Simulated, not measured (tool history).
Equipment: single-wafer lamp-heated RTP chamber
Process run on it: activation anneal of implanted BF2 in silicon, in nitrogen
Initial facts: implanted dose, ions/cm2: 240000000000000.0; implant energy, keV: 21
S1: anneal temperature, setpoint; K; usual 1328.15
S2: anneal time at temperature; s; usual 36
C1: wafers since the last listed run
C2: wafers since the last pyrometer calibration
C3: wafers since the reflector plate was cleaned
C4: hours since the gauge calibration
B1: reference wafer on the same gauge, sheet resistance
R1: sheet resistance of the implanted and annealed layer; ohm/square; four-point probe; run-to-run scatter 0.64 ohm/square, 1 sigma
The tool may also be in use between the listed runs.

run,hour,S1,S2,C1,C2,C3,C4,B1,R1
1,0.0,1328.15,36,0,3497,2592,83.3,383.80,422.34
2,11.9,1328.15,36,139,3636,2731,95.2,384.07,422.42
3,27.7,1328.15,44,184,3821,2915,111.0,384.09,419.30
4,36.0,1328.15,44,97,3918,3012,119.3,384.04,417.04
5,52.2,1328.15,44,189,4107,3202,135.5,384.06,417.84
# hour 67.1: pyrometer window cleaned and pyrometer calibrated
6,67.6,1316.15,36,86,5,3288,150.9,384.05,430.02
7,70.1,1316.15,36,29,34,3317,153.4,384.16,429.58
8,85.3,1352.15,36,177,212,3495,168.6,384.04,418.66
# hour 94.0: reflector plate cleaned
9,94.5,1352.15,36,14,226,5,177.8,384.13,418.00
10,103.7,1318.15,36,107,334,112,187.0,384.13,429.81
11,117.3,1341.15,20,158,493,271,200.6,383.97,430.97
12,126.9,1338.15,36,112,605,384,210.2,384.09,422.24
13,135.0,1328.15,36,94,700,478,218.3,383.69,426.12
# hour 136.7: gauge calibrated
14,141.4,1350.15,43,74,774,553,4.7,384.11,414.57

Run 15 comes next. What will it give?
15,155.5,1328.15,44,164,939,718,18.8,?,?

B1: 383.87
R1: 421.52 ohm/square
Take away the tool's hidden state, keep the run-to-run variation as it was, and the same run would have given R1 422.77 ohm/square.
